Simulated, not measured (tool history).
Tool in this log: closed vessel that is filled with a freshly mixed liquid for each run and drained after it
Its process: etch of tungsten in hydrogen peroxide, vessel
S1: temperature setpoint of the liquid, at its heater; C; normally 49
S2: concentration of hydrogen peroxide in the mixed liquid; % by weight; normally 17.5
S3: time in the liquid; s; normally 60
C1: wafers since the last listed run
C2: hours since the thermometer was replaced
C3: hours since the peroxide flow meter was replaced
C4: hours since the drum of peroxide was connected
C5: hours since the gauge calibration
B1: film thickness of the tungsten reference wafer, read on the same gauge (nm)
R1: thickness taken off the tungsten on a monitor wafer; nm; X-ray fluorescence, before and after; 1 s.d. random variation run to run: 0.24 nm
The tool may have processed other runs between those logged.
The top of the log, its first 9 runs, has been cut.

run    hour    S1    S2  S3     C1     C2     C3      C4      C5      B1      R1
      677.6  -- thermometer replaced
      728.7  -- peroxide flow meter replaced
 10   743.7    49  17.5  60   9896   66.1     15   576.1   345.4  100.04    65.7
 11   849.9    49  17.5  60  12122  172.3  121.2   682.3   451.6   99.99   65.28
 12   946.2  56.5    21  60  10992  268.6  217.5   778.6   547.9     100  112.09
 13  1030.6    49  17.5  60   9633    353  301.9     863   632.3   99.96   65.15
 14  1101.3    41  17.5  60   8069  423.7  372.6   933.7     703     100   39.24
 15  1171.7    57  17.5  60   8035  494.1    443  1004.1   773.4   99.94  105.39
 16  1234.1    49    19  60   7122  556.5  505.4  1066.5   835.8   99.97   67.89
 17  1324.2    41    15  30  10284  646.6  595.5  1156.6   925.9  100.02   18.11
 18  1412.3  46.5    20  70  10056  734.7  683.6  1244.7    1014  100.01   68.85
 19  1471.8    49  15.5  60   6791  794.2  743.1  1304.2  1073.5  100.01      61
     1488.1  -- peroxide flow meter replaced
 20  1523.5    40  15.5  80   5787  845.9   35.4  1355.9  1125.2   99.98   45.84
 21  1614.4    49  17.5  60  10375  936.8  126.3  1446.8  1216.1  100.05   64.45
     1645.4  -- new drum of peroxide connected
 22    1675    58  14.5  50   6802  997.4  186.9    29.6  1276.7  100.07   86.03

What does the tool deliver on the next run?
 23  1782.9  42  14.5  35  12316  1105.3  294.8  137.5  1384.6   ?   ?

{"run 23": {"B1": 100, "R1": 22.57}}
If the tool had no hidden condition, the same run with the same run-to-run variation would have returned R1 22.68 nm.

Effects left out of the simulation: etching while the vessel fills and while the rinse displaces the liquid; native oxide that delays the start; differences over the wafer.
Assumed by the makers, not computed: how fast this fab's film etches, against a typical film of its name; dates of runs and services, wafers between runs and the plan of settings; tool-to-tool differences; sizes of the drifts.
